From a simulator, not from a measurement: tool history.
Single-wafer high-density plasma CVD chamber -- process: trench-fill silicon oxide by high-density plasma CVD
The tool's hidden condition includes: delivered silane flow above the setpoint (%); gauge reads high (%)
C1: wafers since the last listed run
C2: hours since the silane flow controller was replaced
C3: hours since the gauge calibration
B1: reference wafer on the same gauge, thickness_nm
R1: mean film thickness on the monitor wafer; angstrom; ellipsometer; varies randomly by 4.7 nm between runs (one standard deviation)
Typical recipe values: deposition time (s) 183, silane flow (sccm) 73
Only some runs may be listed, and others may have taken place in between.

run 1 hour=0.0 | deposition_time_(s)=203 silane_flow_(sccm)=73 | C1=0 C2=3177.9 C3=790.3 | B1=1568.707 | R1=14517.56
run 2 hour=47.8 | deposition_time_(s)=203 silane_flow_(sccm)=73 | C1=404 C2=3225.7 C3=838.1 | B1=1569.056 | R1=14493.05
-- hour=107.2 gauge calibrated
run 3 hour=108.3 | deposition_time_(s)=183 silane_flow_(sccm)=73 | C1=511 C2=3286.2 C3=1.1 | B1=1571.110 | R1=13165.38
run 4 hour=164.1 | deposition_time_(s)=183 silane_flow_(sccm)=73 | C1=471 C2=3342.0 C3=56.9 | B1=1571.691 | R1=13101.29
run 5 hour=215.7 | deposition_time_(s)=183 silane_flow_(sccm)=73 | C1=436 C2=3393.6 C3=108.5 | B1=1567.646 | R1=13125.77
run 6 hour=292.8 | deposition_time_(s)=183 silane_flow_(sccm)=68 | C1=652 C2=3470.7 C3=185.6 | B1=1569.827 | R1=12190.88
run 7 hour=387.9 | deposition_time_(s)=183 silane_flow_(sccm)=73 | C1=804 C2=3565.8 C3=280.7 | B1=1570.179 | R1=13014.94
run 8 hour=478.7 | deposition_time_(s)=183 silane_flow_(sccm)=73 | C1=767 C2=3656.6 C3=371.5 | B1=1569.149 | R1=13015.59
run 9 hour=525.4 | deposition_time_(s)=183 silane_flow_(sccm)=73 | C1=394 C2=3703.3 C3=418.2 | B1=1567.781 | R1=12912.34
run 10 hour=754.5 | deposition_time_(s)=197 silane_flow_(sccm)=61 | C1=1937 C2=3932.4 C3=647.3 | B1=1567.361 | R1=11796.28
run 11 hour=852.2 | deposition_time_(s)=164 silane_flow_(sccm)=73 | C1=826 C2=4030.1 C3=745.0 | B1=1569.762 | R1=11441.99
run 12 hour=951.7 | deposition_time_(s)=151 silane_flow_(sccm)=86 | C1=841 C2=4129.6 C3=844.5 | B1=1570.350 | R1=12315.85
run 13 hour=1019.6 | deposition_time_(s)=151 silane_flow_(sccm)=86 | C1=574 C2=4197.5 C3=912.4 | B1=1569.607 | R1=12226.63
-- hour=1044.4 silane flow controller replaced
-- hour=1047.6 gauge calibrated
run 14 hour=1079.5 | deposition_time_(s)=218 silane_flow_(sccm)=60 | C1=438 C2=35.1 C3=31.9 | B1=1568.955 | R1=13501.94
run 15 hour=1147.3 | deposition_time_(s)=183 silane_flow_(sccm)=73 | C1=573 C2=102.9 C3=99.7 | B1=1571.481 | R1=13460.67
run 16 hour=1246.9 | deposition_time_(s)=183 silane_flow_(sccm)=73 | C1=842 C2=202.5 C3=199.3 | B1=1567.164 | R1=13442.45
run 17 hour=1287.1 | deposition_time_(s)=200 silane_flow_(sccm)=63 | C1=339 C2=242.7 C3=239.5 | B1=1570.810 | R1=12903.58
run 18 hour=1384.6 | deposition_time_(s)=183 silane_flow_(sccm)=78 | C1=824 C2=340.2 C3=337.0 | B1=1571.883 | R1=14274.90

For each run, what was the tool's unlogged condition?
gauge reads high (%): 0, the same for each run
H1: delivered silane flow above the setpoint (%)
run=1 H1=-3.11
run=2 H1=-3.21
run=3 H1=-3.33
run=4 H1=-3.45
run=5 H1=-3.55
run=6 H1=-3.72
run=7 H1=-3.93
run=8 H1=-4.13
run=9 H1=-4.24
run=10 H1=-4.79
run=11 H1=-5.03
run=12 H1=-5.28
run=13 H1=-5.46
run=14 H1=-0.259
run=15 H1=-0.262
run=16 H1=-0.272
run=17 H1=-0.277
run=18 H1=-0.295
